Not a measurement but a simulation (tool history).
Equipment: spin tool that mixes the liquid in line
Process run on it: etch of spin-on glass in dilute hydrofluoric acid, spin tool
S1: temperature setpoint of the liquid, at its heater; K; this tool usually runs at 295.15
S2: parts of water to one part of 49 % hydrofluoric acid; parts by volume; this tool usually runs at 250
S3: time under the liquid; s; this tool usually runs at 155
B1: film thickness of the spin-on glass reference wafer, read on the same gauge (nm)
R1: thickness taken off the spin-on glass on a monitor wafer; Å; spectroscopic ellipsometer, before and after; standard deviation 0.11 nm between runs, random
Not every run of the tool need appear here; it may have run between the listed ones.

{"run": 1, "hour": 0.0, "S1": 295.15, "S2": 250, "S3": 155, "B1": 110.01, "R1": 223.4}
{"run": 2, "hour": 74.0, "S1": 295.15, "S2": 250, "S3": 155, "B1": 110.01, "R1": 223.3}
{"run": 3, "hour": 166.2, "S1": 294.15, "S2": 250, "S3": 155, "B1": 110.0, "R1": 216.0}
{"hour": 197.8, "done": "thermometer replaced"}
{"run": 4, "hour": 233.3, "S1": 295.15, "S2": 250, "S3": 155, "B1": 110.01, "R1": 208.3}
{"run": 5, "hour": 327.7, "S1": 295.15, "S2": 250, "S3": 155, "B1": 110.0, "R1": 205.4}
{"run": 6, "hour": 404.9, "S1": 295.15, "S2": 250, "S3": 155, "B1": 110.0, "R1": 206.6}
{"run": 7, "hour": 505.3, "S1": 295.15, "S2": 250, "S3": 155, "B1": 110.03, "R1": 204.9}
{"run": 8, "hour": 583.9, "S1": 295.15, "S2": 250, "S3": 155, "B1": 110.03, "R1": 206.1}
{"hour": 602.9, "done": "hydrofluoric acid flow meter replaced"}
{"run": 9, "hour": 625.5, "S1": 295.15, "S2": 250, "S3": 155, "B1": 110.0, "R1": 217.0}
{"run": 10, "hour": 670.2, "S1": 295.15, "S2": 175, "S3": 155, "B1": 110.01, "R1": 335.4}
{"run": 11, "hour": 734.5, "S1": 295.15, "S2": 175, "S3": 155, "B1": 110.02, "R1": 334.9}
{"run": 12, "hour": 1006.2, "S1": 291.15, "S2": 250, "S3": 105, "B1": 110.01, "R1": 126.0}
{"run": 13, "hour": 1067.0, "S1": 295.15, "S2": 165, "S3": 155, "B1": 109.99, "R1": 357.3}
{"hour": 1291.9, "done": "hydrofluoric acid flow meter replaced"}
{"run": 14, "hour": 1351.8, "S1": 295.15, "S2": 250, "S3": 155, "B1": 110.04, "R1": 222.7}
{"run": 15, "hour": 1530.1, "S1": 299.15, "S2": 210, "S3": 75, "B1": 110.02, "R1": 153.3}
{"run": 16, "hour": 1566.6, "S1": 295.15, "S2": 215, "S3": 195, "B1": 109.96, "R1": 337.6}
{"run": 17, "hour": 1636.5, "S1": 296.65, "S2": 250, "S3": 85, "B1": 110.0, "R1": 128.5}
{"hour": 1695.2, "done": "gauge calibrated"}
{"run": 18, "hour": 1730.1, "S1": 290.15, "S2": 125, "S3": 250, "B1": 110.0, "R1": 666.8}
{"run": 19, "hour": 1796.5, "S1": 292.15, "S2": 155, "S3": 220, "B1": 109.98, "R1": 501.7}
{"run": 20, "hour": 1860.1, "S1": 295.15, "S2": 250, "S3": 155, "B1": 109.99, "R1": 219.5}
{"hour": 1922.9, "done": "thermometer replaced"}
{"run": 21, "hour": 1925.2, "S1": 297.65, "S2": 150, "S3": 105, "B1": 109.98, "R1": 282.9}
{"hour": 1984.4, "done": "hydrofluoric acid flow meter replaced"}
{"run": 22, "hour": 2007.4, "S1": 295.15, "S2": 250, "S3": 155, "B1": 109.98, "R1": 212.5}
{"run": 23, "hour": 2044.4, "S1": 295.15, "S2": 250, "S3": 155, "B1": 109.96, "R1": 213.7}
{"run": 24, "hour": 2117.8, "S1": 295.15, "S2": 250, "S3": 210, "B1": 110.02, "R1": 285.4}
{"run": 25, "hour": 2166.1, "S1": 295.15, "S2": 250, "S3": 155, "B1": 109.97, "R1": 211.8}
{"run": 26, "hour": 2214.9, "S1": 291.15, "S2": 250, "S3": 65, "B1": 109.98, "R1": 76.6}
{"run": 27, "hour": 2281.5, "S1": 297.15, "S2": 170, "S3": 155, "B1": 109.98, "R1": 367.0}
{"run": 28, "hour": 2345.3, "S1": 292.15, "S2": 315, "S3": 250, "B1": 110.01, "R1": 230.5}
{"run": 29, "hour": 2420.9, "S1": 295.15, "S2": 250, "S3": 65, "B1": 110.01, "R1": 89.2}
{"run": 30, "hour": 2524.4, "S1": 300.15, "S2": 305, "S3": 155, "B1": 109.96, "R1": 192.4}
{"run": 31, "hour": 2573.5, "S1": 295.15, "S2": 250, "S3": 240, "B1": 109.99, "R1": 327.5}
{"hour": 2587.0, "done": "hydrofluoric acid flow meter replaced"}
{"run": 32, "hour": 2661.5, "S1": 295.15, "S2": 370, "S3": 155, "B1": 110.03, "R1": 131.3}
{"run": 33, "hour": 2699.5, "S1": 296.65, "S2": 250, "S3": 195, "B1": 110.01, "R1": 288.5}

Here are 4 independent what-if runs from the current tool condition. What would each one return?
{"run": "A", "hour": 2700.0, "S1": 295.15, "S2": 250, "S3": 220, "B1": "?", "R1": "?"}
{"run": "B", "hour": 2700.0, "S1": 295.15, "S2": 250, "S3": 115, "B1": "?", "R1": "?"}
{"run": "C", "hour": 2700.0, "S1": 295.15, "S2": 250, "S3": 85, "B1": "?", "R1": "?"}
{"run": "D", "hour": 2700.0, "S1": 297.15, "S2": 250, "S3": 155, "B1": "?", "R1": "?"}

run=A B1=110.01 R1=308.9
run=B B1=110.01 R1=161.5
run=C B1=110.01 R1=119.3
run=D B1=110.01 R1=233.7
With no hidden state in the tool, these same runs would have given:
run=A R1=300.0
run=B R1=156.8
run=C R1=115.9
run=D R1=227.2

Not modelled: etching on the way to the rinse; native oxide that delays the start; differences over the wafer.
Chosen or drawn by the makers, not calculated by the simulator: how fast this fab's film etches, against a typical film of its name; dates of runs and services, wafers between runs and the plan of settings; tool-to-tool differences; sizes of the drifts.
